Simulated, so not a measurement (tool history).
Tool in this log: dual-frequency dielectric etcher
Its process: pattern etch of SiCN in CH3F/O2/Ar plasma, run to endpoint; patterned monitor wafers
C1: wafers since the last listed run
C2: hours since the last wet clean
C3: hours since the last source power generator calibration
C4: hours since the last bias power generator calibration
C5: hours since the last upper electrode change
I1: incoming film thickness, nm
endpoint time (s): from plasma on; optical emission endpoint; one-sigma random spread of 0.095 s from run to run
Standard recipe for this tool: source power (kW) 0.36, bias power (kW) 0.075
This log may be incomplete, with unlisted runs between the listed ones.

{"run": 1, "hour": 0.0, "source power (kW)": 0.36, "bias power (kW)": 0.075, "C1": 0, "C2": 356.7, "C3": 3338.8, "C4": 2089.3, "C5": 3936, "I1": 8.46, "endpoint time (s)": 22.8}
{"run": 2, "hour": 28.7, "source power (kW)": 0.36, "bias power (kW)": 0.075, "C1": 252, "C2": 385.4, "C3": 3367.5, "C4": 2118, "C5": 3964.7, "I1": 8.43, "endpoint time (s)": 22.8}
{"hour": 62.5, "done": "wet clean of the chamber"}
{"run": 3, "hour": 76.9, "source power (kW)": 0.36, "bias power (kW)": 0.075, "C1": 212, "C2": 14.4, "C3": 3415.7, "C4": 2166.2, "C5": 4012.9, "I1": 8.45, "endpoint time (s)": 22.4}
{"run": 4, "hour": 128.8, "source power (kW)": 0.36, "bias power (kW)": 0.075, "C1": 455, "C2": 66.3, "C3": 3467.6, "C4": 2218.1, "C5": 4064.8, "I1": 8.49, "endpoint time (s)": 22.6}
{"hour": 252.8, "done": "bias power generator calibrated"}
{"run": 5, "hour": 253.3, "source power (kW)": 0.36, "bias power (kW)": 0.075, "C1": 1058, "C2": 190.8, "C3": 3592.1, "C4": 0.5, "C5": 4189.3, "I1": 8.38, "endpoint time (s)": 22.4}
{"hour": 337.7, "done": "source power generator calibrated"}
{"hour": 339.9, "done": "upper electrode replaced"}
{"run": 6, "hour": 340.4, "source power (kW)": 0.4, "bias power (kW)": 0.075, "C1": 710, "C2": 277.9, "C3": 2.7, "C4": 87.6, "C5": 0.5, "I1": 8.32, "endpoint time (s)": 21.6}
{"run": 7, "hour": 356.4, "source power (kW)": 0.36, "bias power (kW)": 0.087, "C1": 140, "C2": 293.9, "C3": 18.7, "C4": 103.6, "C5": 16.5, "I1": 8.44, "endpoint time (s)": 21.5}
{"run": 8, "hour": 381.6, "source power (kW)": 0.36, "bias power (kW)": 0.087, "C1": 221, "C2": 319.1, "C3": 43.9, "C4": 128.8, "C5": 41.7, "I1": 8.37, "endpoint time (s)": 21.5}
{"run": 9, "hour": 437.3, "source power (kW)": 0.32, "bias power (kW)": 0.075, "C1": 489, "C2": 374.8, "C3": 99.6, "C4": 184.5, "C5": 97.4, "I1": 8.42, "endpoint time (s)": 23.8}
{"hour": 476.5, "done": "wet clean of the chamber"}
{"run": 10, "hour": 487.0, "source power (kW)": 0.4, "bias power (kW)": 0.075, "C1": 225, "C2": 10.5, "C3": 149.3, "C4": 234.2, "C5": 147.1, "I1": 8.34, "endpoint time (s)": 21.2}
{"run": 11, "hour": 526.6, "source power (kW)": 0.36, "bias power (kW)": 0.075, "C1": 347, "C2": 50.1, "C3": 188.9, "C4": 273.8, "C5": 186.7, "I1": 8.33, "endpoint time (s)": 21.9}
{"run": 12, "hour": 579.6, "source power (kW)": 0.36, "bias power (kW)": 0.075, "C1": 465, "C2": 103.1, "C3": 241.9, "C4": 326.8, "C5": 239.7, "I1": 8.36, "endpoint time (s)": 22.2}
{"run": 13, "hour": 624.6, "source power (kW)": 0.39, "bias power (kW)": 0.059, "C1": 395, "C2": 148.1, "C3": 286.9, "C4": 371.8, "C5": 284.7, "I1": 8.35, "endpoint time (s)": 23.3}
{"run": 14, "hour": 664.2, "source power (kW)": 0.39, "bias power (kW)": 0.069, "C1": 347, "C2": 187.7, "C3": 326.5, "C4": 411.4, "C5": 324.3, "I1": 8.43, "endpoint time (s)": 22.3}
{"run": 15, "hour": 704.5, "source power (kW)": 0.36, "bias power (kW)": 0.083, "C1": 353, "C2": 228, "C3": 366.8, "C4": 451.7, "C5": 364.6, "I1": 8.48, "endpoint time (s)": 21.9}
{"run": 16, "hour": 733.9, "source power (kW)": 0.33, "bias power (kW)": 0.068, "C1": 258, "C2": 257.4, "C3": 396.2, "C4": 481.1, "C5": 394, "I1": 8.35, "endpoint time (s)": 23.6}

Give the tool's hidden conditions for every run:
source power that arrives over what is set, %: 0 at every run
bias power that arrives over what is set, %: 0 at every run
H1: etch rate over this chamber's usual, %
run=1 H1=-2.15
run=2 H1=-2.36
run=3 H1=-0.613
run=4 H1=-0.988
run=5 H1=-1.89
run=6 H1=-2.52
run=7 H1=-2.63
run=8 H1=-2.81
run=9 H1=-3.22
run=10 H1=0.247
run=11 H1=-0.0392
run=12 H1=-0.422
run=13 H1=-0.747
run=14 H1=-1.03
run=15 H1=-1.32
run=16 H1=-1.54
